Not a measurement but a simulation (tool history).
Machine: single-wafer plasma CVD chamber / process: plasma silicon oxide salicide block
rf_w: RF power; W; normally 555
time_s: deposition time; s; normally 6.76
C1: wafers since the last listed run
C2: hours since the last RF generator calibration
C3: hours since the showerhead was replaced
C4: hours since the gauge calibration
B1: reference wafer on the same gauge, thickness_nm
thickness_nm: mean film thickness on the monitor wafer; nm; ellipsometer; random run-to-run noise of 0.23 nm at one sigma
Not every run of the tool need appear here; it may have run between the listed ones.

Run 1, day 0: usual settings; C1 0; C2 414.7; C3 4643.1; C4 550.9; B1 62.57. Result: thickness_nm 67.388 nm.
Run 2, day 1.208: usual settings; C1 1172; C2 443.7; C3 4672.1; C4 579.9; B1 62.676. Result: thickness_nm 67.099 nm.
Run 3, day 3.117: usual settings; C1 1851; C2 489.5; C3 4717.9; C4 625.7; B1 62.598. Result: thickness_nm 66.949 nm.
Run 4, day 4.354: usual settings; C1 1200; C2 519.2; C3 4747.6; C4 655.4; B1 62.684. Result: thickness_nm 67.433 nm.
Run 5, day 6.612: usual settings; C1 2191; C2 573.4; C3 4801.8; C4 709.6; B1 62.682. Result: thickness_nm 67.194 nm.
Run 6, day 7.967: usual settings but rf_w 625 W; C1 1313; C2 605.9; C3 4834.3; C4 742.1; B1 62.775. Result: thickness_nm 70.019 nm.
Run 7, day 9.588: usual settings but rf_w 495 W; C1 1572; C2 644.8; C3 4873.2; C4 781; B1 62.772. Result: thickness_nm 64.05 nm.
Run 8, day 11.488: usual settings but rf_w 495 W; C1 1843; C2 690.4; C3 4918.8; C4 826.6; B1 62.839. Result: thickness_nm 64.177 nm.
Run 9, day 13.788: usual settings but rf_w 495 W; C1 2231; C2 745.6; C3 4974; C4 881.8; B1 62.771. Result: thickness_nm 64.432 nm.
Run 10, day 15.929: usual settings but time_s 6.33 s; C1 2077; C2 797; C3 5025.4; C4 933.2; B1 62.778. Result: thickness_nm 63.033 nm.
Run 11, day 18.221: usual settings but time_s 6.33 s; C1 2223; C2 852; C3 5080.4; C4 988.2; B1 62.786. Result: thickness_nm 63.095 nm.
Run 12, day 20.038: usual settings; C1 1762; C2 895.6; C3 5124; C4 1031.8; B1 62.819. Result: thickness_nm 67.335 nm.
At day 21.025: gauge calibrated.
Run 13, day 21.054: usual settings but rf_w 525 W; C1 986; C2 920; C3 5148.4; C4 0.7; B1 61.726. Result: thickness_nm 64.479 nm.
Run 14, day 23.533: usual settings but rf_w 525 W; C1 2405; C2 979.5; C3 5207.9; C4 60.2; B1 61.839. Result: thickness_nm 65.069 nm.
At day 24.796: showerhead replaced.
Run 15, day 26.029: usual settings but rf_w 525 W; C1 2098; C2 1039.4; C3 29.6; C4 120.1; B1 61.948. Result: thickness_nm 64.744 nm.
Run 16, day 28.362: usual settings but time_s 7.93 s; C1 2263; C2 1095.4; C3 85.6; C4 176.1; B1 62.17. Result: thickness_nm 77.818 nm.
Run 17, day 30.942: usual settings but rf_w 660 W, time_s 6.23 s; C1 2502; C2 1157.3; C3 147.5; C4 238; B1 62.152. Result: thickness_nm 65.356 nm.
Run 18, day 33.533: usual settings but time_s 6.33 s; C1 2514; C2 1219.5; C3 209.7; C4 300.2; B1 62.257. Result: thickness_nm 62.415 nm.
Run 19, day 34.842: usual settings but rf_w 515 W; C1 1269; C2 1250.9; C3 241.1; C4 331.6; B1 62.309. Result: thickness_nm 64.832 nm.
Run 20, day 35.983: usual settings; C1 1107; C2 1278.3; C3 268.5; C4 359; B1 62.372. Result: thickness_nm 66.413 nm.
At day 37.342: RF generator calibrated.
Run 21, day 37.958: usual settings but rf_w 655 W, time_s 5.72 s; C1 1592; C2 14.8; C3 315.9; C4 406.4; B1 62.411. Result: thickness_nm 60.275 nm.
Run 22, day 39.771: usual settings but rf_w 515 W; C1 1758; C2 58.3; C3 359.4; C4 449.9; B1 62.496. Result: thickness_nm 64.927 nm.
Run 23, day 42.033: usual settings but rf_w 475 W, time_s 7.2 s; C1 2195; C2 112.6; C3 413.7; C4 504.2; B1 62.472. Result: thickness_nm 67.085 nm.
Run 24, day 44.321: usual settings but rf_w 590 W, time_s 5.89 s; C1 2219; C2 167.5; C3 468.6; C4 559.1; B1 62.492. Result: thickness_nm 59.736 nm.
Run 25, day 45.346: usual settings but rf_w 480 W; C1 994; C2 192.1; C3 493.2; C4 583.7; B1 62.531. Result: thickness_nm 63.4 nm.
Run 26, day 47.779: usual settings but rf_w 595 W, time_s 7.75 s; C1 2360; C2 250.5; C3 551.6; C4 642.1; B1 62.541. Result: thickness_nm 78.799 nm.
Run 27, day 49.004: usual settings but rf_w 635 W, time_s 7.2 s; C1 1188; C2 279.9; C3 581; C4 671.5; B1 62.46. Result: thickness_nm 74.438 nm.
Run 28, day 51.404: usual settings; C1 2328; C2 337.5; C3 638.6; C4 729.1; B1 62.626. Result: thickness_nm 67.002 nm.
Run 29, day 57.079: usual settings but time_s 6.33 s; C1 5505; C2 473.7; C3 774.8; C4 865.3; B1 62.603. Result: thickness_nm 62.973 nm.
Run 30, day 59.712: usual settings; C1 2554; C2 536.9; C3 838; C4 928.5; B1 62.754. Result: thickness_nm 67.121 nm.

For some of the steps in thickness_nm from one run to the next: how much would appear even if the tool had no hidden state, given the settings, what came in and random variation, and how much remains for the hidden state plus any gauge scatter that the measured result and the result without hidden state don't share?
Unlogged tool condition in this case: delivered RF power above the setpoint (%); gauge reads high (%).
Run 12 -> 13: rf_w 555 -> 525, gauge calibrated. thickness_nm -2.856 nm: hidden state -1.239, all else -1.617.
Run 15 -> 16: rf_w 525 -> 555, time_s 6.76 -> 7.93. thickness_nm +13.074 nm: hidden state +0.203, all else +12.871.
Run 16 -> 17: rf_w 555 -> 660, time_s 7.93 -> 6.23. thickness_nm -12.462 nm: hidden state +0.034, all else -12.496.
Run 25 -> 26: rf_w 480 -> 595, time_s 6.76 -> 7.75. thickness_nm +15.399 nm: hidden state +0.244, all else +15.155.
